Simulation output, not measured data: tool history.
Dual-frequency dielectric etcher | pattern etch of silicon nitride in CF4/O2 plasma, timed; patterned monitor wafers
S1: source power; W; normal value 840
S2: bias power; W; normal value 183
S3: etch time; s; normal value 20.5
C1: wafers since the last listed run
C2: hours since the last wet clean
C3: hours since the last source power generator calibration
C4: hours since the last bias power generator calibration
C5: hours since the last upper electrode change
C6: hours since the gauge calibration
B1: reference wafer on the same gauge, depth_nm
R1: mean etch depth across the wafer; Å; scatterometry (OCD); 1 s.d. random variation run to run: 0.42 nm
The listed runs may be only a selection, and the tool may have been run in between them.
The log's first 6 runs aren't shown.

| run | hour | S1 | S2 | S3 | C1 | C2 | C3 | C4 | C5 | C6 | B1 | R1 |
|---|---|---|---|---|---|---|---|---|---|---|---|---|
| 7 | 49.4 | 840 | 163 | 20.5 | 69 | 443.9 | 1218.2 | 1471.6 | 3464.0 | 296.3 | 65.7 | 657 |
|  | 93.9 | upper electrode replaced |
| 8 | 94.4 | 840 | 183 | 20.5 | 199 | 488.9 | 1263.2 | 1516.6 | 0.5 | 341.3 | 65.6 | 667 |
| 9 | 94.7 | 840 | 154 | 20.5 | 2 | 489.2 | 1263.5 | 1516.9 | 0.8 | 341.6 | 65.5 | 645 |
| 10 | 103.7 | 840 | 183 | 20.5 | 85 | 498.2 | 1272.5 | 1525.9 | 9.8 | 350.6 | 65.5 | 667 |
| 11 | 120.7 | 840 | 183 | 20.5 | 161 | 515.2 | 1289.5 | 1542.9 | 26.8 | 367.6 | 65.6 | 668 |
| 12 | 128.4 | 840 | 183 | 20.5 | 72 | 522.9 | 1297.2 | 1550.6 | 34.5 | 375.3 | 65.6 | 669 |
| 13 | 140.5 | 840 | 183 | 20.5 | 114 | 535.0 | 1309.3 | 1562.7 | 46.6 | 387.4 | 65.5 | 669 |
| 14 | 152.2 | 680 | 183 | 20.5 | 110 | 546.7 | 1321.0 | 1574.4 | 58.3 | 399.1 | 65.6 | 584 |
| 15 | 168.9 | 840 | 183 | 20.5 | 158 | 563.4 | 1337.7 | 1591.1 | 75.0 | 415.8 | 65.6 | 668 |
| 16 | 179.8 | 840 | 170 | 20.5 | 103 | 574.3 | 1348.6 | 1602.0 | 85.9 | 426.7 | 65.6 | 660 |
| 17 | 194.6 | 970 | 223 | 18.5 | 140 | 589.1 | 1363.4 | 1616.8 | 100.7 | 441.5 | 65.5 | 695 |
|  | 212.7 | bias power generator calibrated |
| 18 | 213.2 | 720 | 220 | 18.5 | 138 | 607.7 | 1382.0 | 0.5 | 119.3 | 460.1 | 65.7 | 578 |
|  | 238.8 | source power generator calibrated |
|  | 240.9 | wet clean of the chamber |
| 19 | 241.4 | 700 | 158 | 23.5 | 208 | 0.5 | 2.6 | 28.7 | 147.5 | 488.3 | 65.7 | 681 |
|  | 241.7 | gauge calibrated |
| 20 | 241.8 | 840 | 139 | 15.0 | 3 | 0.9 | 3.0 | 29.1 | 147.9 | 0.1 | 65.6 | 484 |
| 21 | 250.3 | 990 | 147 | 20.5 | 80 | 9.4 | 11.5 | 37.6 | 156.4 | 8.6 | 65.7 | 740 |
| 22 | 262.9 | 840 | 183 | 16.5 | 119 | 22.0 | 24.1 | 50.2 | 169.0 | 21.2 | 65.7 | 560 |
| 23 | 276.8 | 980 | 217 | 20.5 | 131 | 35.9 | 38.0 | 64.1 | 182.9 | 35.1 | 65.7 | 801 |
| 24 | 294.6 | 840 | 183 | 20.5 | 168 | 53.7 | 55.8 | 81.9 | 200.7 | 52.9 | 65.6 | 701 |
| 25 | 311.4 | 840 | 183 | 20.5 | 159 | 70.5 | 72.6 | 98.7 | 217.5 | 69.7 | 65.7 | 696 |
| 26 | 320.3 | 960 | 197 | 17.0 | 84 | 79.4 | 81.5 | 107.6 | 226.4 | 78.6 | 65.5 | 641 |
|  | 355.6 | wet clean of the chamber, repeated, since the last time left the tool worse |
| 27 | 356.1 | 1000 | 183 | 23.5 | 111 | 0.5 | 117.3 | 143.4 | 262.2 | 114.4 | 65.6 | 850 |
| 28 | 356.4 | 1040 | 183 | 20.5 | 2 | 0.8 | 117.6 | 143.7 | 262.5 | 114.7 | 65.5 | 754 |
| 29 | 365.2 | 840 | 183 | 20.5 | 83 | 9.6 | 126.4 | 152.5 | 271.3 | 123.5 | 65.6 | 653 |
| 30 | 380.0 | 750 | 204 | 22.5 | 140 | 24.4 | 141.2 | 167.3 | 286.1 | 138.3 | 65.6 | 672 |
| 31 | 397.9 | 710 | 183 | 23.5 | 169 | 42.3 | 159.1 | 185.2 | 304.0 | 156.2 | 65.7 | 675 |

What if the next run were any one of these 3? Each begins from the tool's condition after run 31:
| A | 398.3 | 840 | 183 | 20.5 | 3 | 42.7 | 159.5 | 185.6 | 304.4 | 156.6 | ? | ? |
| B | 398.3 | 940 | 183 | 15.0 | 3 | 42.7 | 159.5 | 185.6 | 304.4 | 156.6 | ? | ? |
| C | 398.3 | 840 | 166 | 22.5 | 3 | 42.7 | 159.5 | 185.6 | 304.4 | 156.6 | ? | ? |

| run | B1 | R1 |
|---|---|---|
| A | 65.7 | 650 |
| B | 65.7 | 514 |
| C | 65.7 | 699 |
The same runs, with their run-to-run variation unchanged, on a tool lacking any hidden condition would have given:
| run | R1 |
|---|---|
| A | 650 |
| B | 514 |
| C | 699 |
